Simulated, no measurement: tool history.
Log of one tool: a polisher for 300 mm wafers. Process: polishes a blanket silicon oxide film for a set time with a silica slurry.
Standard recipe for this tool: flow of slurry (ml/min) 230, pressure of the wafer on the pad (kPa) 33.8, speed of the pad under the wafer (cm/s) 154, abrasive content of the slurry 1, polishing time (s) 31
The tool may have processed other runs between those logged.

run	hour	flow of slurry (ml/min)	pressure of the wafer on the pad (kPa)	speed of the pad under the wafer (cm/s)	abrasive content of the slurry	polishing time (s)	wafers since the last listed run	wafers polished on this pad	hours since the slurry nozzle was cleaned	hours since the head pressure was calibrated	hours since the slurry blender was calibrated	hours since the conditioning disc was replaced	incoming thickness of the incoming film, nm	film removed (nm)
1	0	230	33.8	154	1	31	0	1014	183.7	691.1	289.8	136.6	1173.1	158.4
# hour 20.9: slurry blender recalibrated
# hour 84.1: head pressure recalibrated
2	97.6	230	37.9	154	1	23	826	1841	281.3	13.5	76.7	234.2	1169.2	130
# hour 118.4: worn pad replaced by a new one
# hour 137.9: slurry nozzle cleaned
3	174	230	37.9	154	1	23	630	481	36.1	89.9	153.1	310.6	1203.5	128
# hour 234.5: conditioning disc replaced and pad reconditioned
4	237.6	230	37.9	154	1	23	543	1025	99.7	153.5	216.7	3.1	1165.2	136.9
# hour 314.1: slurry blender recalibrated
5	320.9	230	33.8	154	1	31	717	1742	183	236.8	6.8	86.4	1193.7	161.8
# hour 344.4: worn pad replaced by a new one
6	428.5	230	33.8	154	1	31	914	742	290.6	344.4	114.4	194	1201	158.2
# hour 467.4: slurry nozzle cleaned
7	507.3	230	33.8	154	1	31	686	1429	39.9	423.2	193.2	272.8	1205.9	158.6
# hour 578.4: conditioning disc replaced and pad reconditioned
# hour 590.7: slurry blender recalibrated
# hour 601: worn pad replaced by a new one
8	613.4	230	33.8	154	1	31	865	109	146	529.3	22.7	35	1164	160.8
9	652.2	185	33.8	154	1	37	342	451	184.8	568.1	61.5	73.8	1178.1	185.2
10	703.6	230	43.4	196	0.85	31	453	905	236.2	619.5	112.9	125.2	1181.6	225.9
# hour 800.3: head pressure recalibrated
11	804.9	205	29.6	154	0.8	31	876	1782	337.5	4.6	214.2	226.5	1196.5	133.2
# hour 833.5: slurry nozzle cleaned
# hour 849: worn pad replaced by a new one
12	854.8	230	33.8	204	1	31	396	51	21.3	54.5	264.1	276.4	1184.2	195.4
# hour 883.5: slurry blender recalibrated
13	906	230	40.7	154	1	31	434	485	72.5	105.7	22.5	327.6	1199.5	186
# hour 942.8: conditioning disc replaced and pad reconditioned
14	986.3	185	33.8	154	1	37	691	1176	152.8	186	102.8	43.5	1184.9	188.3
# hour 1054.1: worn pad replaced by a new one
15	1082.4	155	33.8	190	1	31	812	249	248.9	282.1	198.9	139.6	1188.6	177.4
16	1156	285	29	154	1	36	649	899	322.5	355.7	272.5	213.2	1194.7	169.1

What if the next run were any one of these 4? Each begins from the tool's condition after run 16:
A	1156.4	230	33.8	154	1	37	3	902	322.9	356.1	272.9	213.6	1172	?
B	1156.4	165	33.8	154	1	31	3	902	322.9	356.1	272.9	213.6	1172	?
C	1156.4	290	37.2	188	1	28	3	902	322.9	356.1	272.9	213.6	1172	?
D	1156.4	230	33.8	170	1	23	3	902	322.9	356.1	272.9	213.6	1172	?

run	film removed (nm)
A	188.1
B	151.2
C	183.6
D	126.1
Without the tool's hidden state the same runs would have given:
run	film removed (nm)
A	195.1
B	156.8
C	192.5
D	131.2
